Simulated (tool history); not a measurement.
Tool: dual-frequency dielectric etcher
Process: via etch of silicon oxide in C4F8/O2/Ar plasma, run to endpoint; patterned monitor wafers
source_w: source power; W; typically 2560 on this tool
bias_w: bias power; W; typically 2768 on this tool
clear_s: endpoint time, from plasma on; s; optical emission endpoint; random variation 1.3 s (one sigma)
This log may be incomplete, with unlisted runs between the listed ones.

run,hour,source_w,bias_w,wafers since the last listed run,hours since the last wet clean,hours since the last source power generator calibration,hours since the last bias power generator calibration,hours since the last upper electrode change,"incoming incoming film thickness, nm",clear_s
1,0.0,2560,2392,0,537.1,3481.1,785.2,3351.1,1920.8,335.8
# hour 76.1: wet clean of the chamber
2,76.6,2560,2392,315,0.5,3557.7,861.8,3427.7,1935.6,337.2
3,164.7,2560,2392,528,88.6,3645.8,949.9,3515.8,1921.0,333.4
4,254.4,2560,2768,537,178.3,3735.5,1039.6,3605.5,1927.0,310.2
5,316.2,2560,2768,370,240.1,3797.3,1101.4,3667.3,1923.6,310.9
6,364.8,2560,2768,291,288.7,3845.9,1150.0,3715.9,1920.1,311.9
# hour 437.5: source power generator calibrated
7,457.2,2830,2768,530,381.1,19.7,1242.4,3808.3,1932.4,305.4
# hour 608.5: wet clean of the chamber
8,609.0,2830,2768,766,0.5,171.5,1394.2,3960.1,1932.4,303.6
9,653.4,1990,3224,266,44.9,215.9,1438.6,4004.5,1935.2,316.0
10,725.1,2560,2768,430,116.6,287.6,1510.3,4076.2,1944.2,317.4
# hour 732.5: bias power generator calibrated
11,821.2,2560,2768,552,212.7,383.7,88.7,4172.3,1927.0,311.2
# hour 845.2: upper electrode replaced
12,926.8,2780,2084,489,318.3,489.3,194.3,81.6,1934.6,351.1
13,994.7,2560,3114,407,386.2,557.2,262.2,149.5,1929.3,295.5
14,1055.3,2560,2768,363,446.8,617.8,322.8,210.1,1935.8,314.8
15,1147.6,2560,3240,553,539.1,710.1,415.1,302.4,1939.9,294.2
# hour 1201.9: wet clean of the chamber
16,1215.8,2910,2379,265,13.9,778.3,483.3,370.6,1938.7,327.2
17,1289.0,2310,3154,439,87.1,851.5,556.5,443.8,1935.1,304.8

Alternative continuations, all from the tool just after run 17; predict every row:
A,1289.5,2560,2768,2,87.6,852.0,557.0,444.3,1947.2,?
B,1289.5,2220,3176,2,87.6,852.0,557.0,444.3,1947.2,?
C,1289.5,2870,2544,2,87.6,852.0,557.0,444.3,1947.2,?

run,clear_s
A,317.0
B,310.6
C,318.1
Without the tool's unlogged condition, the same runs would have read:
run,clear_s
A,317.0
B,310.6
C,318.1
